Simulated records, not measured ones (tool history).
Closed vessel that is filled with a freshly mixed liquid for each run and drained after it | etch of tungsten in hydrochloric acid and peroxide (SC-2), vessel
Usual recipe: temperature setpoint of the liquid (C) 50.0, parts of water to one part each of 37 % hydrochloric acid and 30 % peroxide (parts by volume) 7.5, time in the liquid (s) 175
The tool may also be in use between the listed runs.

| run | hour | temperature setpoint of the liquid (C) | parts of water to one part each of 37 % hydrochloric acid and 30 % peroxide (parts by volume) | time in the liquid (s) | read-back film thickness of the tungsten reference wafer, read on the same gauge (nm) | thickness taken off the tungsten on a monitor wafer (angstrom) |
|---|---|---|---|---|---|---|
| 1 | 0.0 | 55.0 | 7.5 | 110 | 50.01 | 338.6 |
| 2 | 29.5 | 50.0 | 7.5 | 175 | 50.01 | 388.8 |
| 3 | 121.6 | 50.0 | 7.5 | 175 | 49.97 | 387.8 |
| 4 | 137.8 | 50.0 | 7.5 | 175 | 50.01 | 388.6 |
| 5 | 150.0 | 50.0 | 7.5 | 175 | 49.98 | 389.8 |
| 6 | 172.0 | 50.0 | 7.5 | 175 | 50.00 | 390.8 |
|  | 196.1 | chemicals flow meter replaced |
| 7 | 198.7 | 50.0 | 7.5 | 175 | 50.00 | 360.4 |
|  | 214.6 | thermometer replaced |
|  | 225.8 | gauge calibrated |
| 8 | 229.4 | 47.0 | 9.5 | 175 | 50.01 | 245.5 |
| 9 | 254.0 | 47.0 | 9.5 | 175 | 50.02 | 243.9 |
| 10 | 280.9 | 50.0 | 9.0 | 175 | 49.99 | 309.2 |
| 11 | 315.8 | 50.0 | 9.0 | 175 | 50.00 | 313.5 |
| 12 | 339.1 | 50.0 | 7.5 | 175 | 50.00 | 363.8 |
| 13 | 361.4 | 50.0 | 7.5 | 175 | 50.00 | 362.3 |
| 14 | 390.5 | 50.0 | 4.5 | 175 | 50.00 | 530.2 |
| 15 | 406.8 | 50.0 | 9.5 | 175 | 50.00 | 301.5 |
| 16 | 427.5 | 41.0 | 7.5 | 175 | 50.04 | 196.5 |
| 17 | 444.4 | 56.5 | 5.5 | 175 | 50.00 | 705.6 |
| 18 | 466.5 | 43.0 | 6.0 | 270 | 50.00 | 412.7 |
| 19 | 479.7 | 57.0 | 7.5 | 175 | 50.00 | 577.8 |
| 20 | 504.6 | 56.0 | 9.0 | 110 | 50.05 | 294.7 |
| 21 | 527.7 | 57.0 | 6.5 | 175 | 50.00 | 649.8 |
| 22 | 550.5 | 50.0 | 7.5 | 175 | 49.97 | 364.4 |
|  | 563.0 | new drum of peroxide connected |
| 23 | 574.3 | 50.0 | 7.5 | 175 | 49.99 | 366.6 |
| 24 | 589.5 | 47.5 | 7.5 | 175 | 50.01 | 310.2 |
| 25 | 614.9 | 50.0 | 7.5 | 175 | 49.98 | 369.0 |
| 26 | 644.1 | 54.0 | 5.5 | 145 | 50.00 | 500.8 |
| 27 | 673.9 | 50.0 | 5.5 | 175 | 49.97 | 468.1 |
| 28 | 704.7 | 45.0 | 7.5 | 115 | 49.98 | 172.6 |
| 29 | 720.2 | 47.0 | 5.5 | 115 | 50.00 | 249.2 |
| 30 | 753.3 | 42.0 | 6.0 | 175 | 50.01 | 252.5 |

For some of the steps in thickness taken off the tungsten on a monitor wafer (angstrom) from one run to the next: how much would appear even if the tool had no hidden state, given the settings, what came in and random variation, and how much remains for the hidden state plus any gauge scatter that the measured result and the result without hidden state don't share?
What the log doesn't record here: liquid colder than its thermometer reads (K); chemicals flow above the setpoint (%); peroxide weaker than its label (%); gauge reads high (%).
Run 6 -> 7: chemicals flow meter replaced. thickness taken off the tungsten on a monitor wafer (angstrom) -30.4: hidden state -30.8, all else +0.4.
Run 16 -> 17: temperature setpoint of the liquid (C) 41.0 -> 56.5, parts of water to one part each of 37 % hydrochloric acid and 30 % peroxide (parts by volume) 7.5 -> 5.5. thickness taken off the tungsten on a monitor wafer (angstrom) +509.1: hidden state +6.5, all else +502.6.
Run 20 -> 21: temperature setpoint of the liquid (C) 56.0 -> 57.0, parts of water to one part each of 37 % hydrochloric acid and 30 % peroxide (parts by volume) 9.0 -> 6.5, time in the liquid (s) 110 -> 175. thickness taken off the tungsten on a monitor wafer (angstrom) +355.1: hidden state +6.3, all else +348.8.
Run 27 -> 28: temperature setpoint of the liquid (C) 50.0 -> 45.0, parts of water to one part each of 37 % hydrochloric acid and 30 % peroxide (parts by volume) 5.5 -> 7.5, time in the liquid (s) 175 -> 115. thickness taken off the tungsten on a monitor wafer (angstrom) -295.5: hidden state -6.3, all else -289.2.
